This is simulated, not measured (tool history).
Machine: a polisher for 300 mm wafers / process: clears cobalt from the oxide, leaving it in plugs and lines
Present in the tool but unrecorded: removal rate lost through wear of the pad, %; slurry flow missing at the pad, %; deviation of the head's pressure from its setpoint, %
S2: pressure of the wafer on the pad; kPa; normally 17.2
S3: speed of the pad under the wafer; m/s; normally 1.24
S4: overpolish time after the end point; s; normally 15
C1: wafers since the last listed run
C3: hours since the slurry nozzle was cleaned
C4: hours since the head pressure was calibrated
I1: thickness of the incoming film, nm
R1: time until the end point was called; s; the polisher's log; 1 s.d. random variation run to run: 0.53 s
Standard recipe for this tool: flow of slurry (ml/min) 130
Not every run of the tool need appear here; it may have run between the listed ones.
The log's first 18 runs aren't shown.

{"run": 19, "hour": 243.5, "flow of slurry (ml/min)": 130, "S2": 17.2, "S3": 1.24, "S4": 22, "C1": 93, "wafers polished on this pad": 1256, "C3": 72.5, "C4": 1431.4, "I1": 373.8, "R1": 50.0}
{"run": 20, "hour": 256.3, "flow of slurry (ml/min)": 105, "S2": 22.8, "S3": 0.84, "S4": 11, "C1": 160, "wafers polished on this pad": 1417, "C3": 85.3, "C4": 1444.2, "I1": 368.2, "R1": 60.0}
{"hour": 265.9, "done": "worn pad replaced by a new one"}
{"run": 21, "hour": 267.5, "flow of slurry (ml/min)": 130, "S2": 17.2, "S3": 0.82, "S4": 10, "C1": 90, "wafers polished on this pad": 19, "C3": 96.5, "C4": 1455.4, "I1": 366.2, "R1": 75.5}
{"hour": 277.6, "done": "head pressure recalibrated"}
{"run": 22, "hour": 278.1, "flow of slurry (ml/min)": 130, "S2": 13.8, "S3": 1.44, "S4": 15, "C1": 107, "wafers polished on this pad": 127, "C3": 107.1, "C4": 0.5, "I1": 371.1, "R1": 47.4}
{"run": 23, "hour": 287.7, "flow of slurry (ml/min)": 160, "S2": 11.0, "S3": 1.5, "S4": 22, "C1": 120, "wafers polished on this pad": 247, "C3": 116.7, "C4": 10.1, "I1": 372.5, "R1": 54.5}
{"run": 24, "hour": 314.6, "flow of slurry (ml/min)": 130, "S2": 17.2, "S3": 0.82, "S4": 15, "C1": 336, "wafers polished on this pad": 584, "C3": 143.6, "C4": 37.0, "I1": 374.6, "R1": 67.8}
{"run": 25, "hour": 330.8, "flow of slurry (ml/min)": 110, "S2": 17.2, "S3": 1.54, "S4": 15, "C1": 202, "wafers polished on this pad": 787, "C3": 159.8, "C4": 53.2, "I1": 370.5, "R1": 36.4}
{"run": 26, "hour": 344.1, "flow of slurry (ml/min)": 130, "S2": 17.2, "S3": 1.24, "S4": 8, "C1": 166, "wafers polished on this pad": 954, "C3": 173.1, "C4": 66.5, "I1": 368.9, "R1": 43.5}
{"run": 27, "hour": 361.3, "flow of slurry (ml/min)": 130, "S2": 12.4, "S3": 1.24, "S4": 15, "C1": 215, "wafers polished on this pad": 1169, "C3": 190.3, "C4": 83.7, "I1": 369.9, "R1": 60.7}
{"hour": 366.5, "done": "worn pad replaced by a new one"}
{"run": 28, "hour": 378.3, "flow of slurry (ml/min)": 130, "S2": 17.2, "S3": 1.24, "S4": 15, "C1": 162, "wafers polished on this pad": 147, "C3": 207.3, "C4": 100.7, "I1": 368.4, "R1": 43.3}

The next listed run, before its measurement:
{"run": 29, "hour": 390.5, "flow of slurry (ml/min)": 165, "S2": 11.7, "S3": 1.24, "S4": 23, "C1": 152, "wafers polished on this pad": 300, "C3": 219.5, "C4": 112.9, "I1": 364.2, "R1": "?"}

R1: 59.3 s
Take away the tool's hidden state, keep the run-to-run variation as it was, and the same run would have given R1 58.6 s.
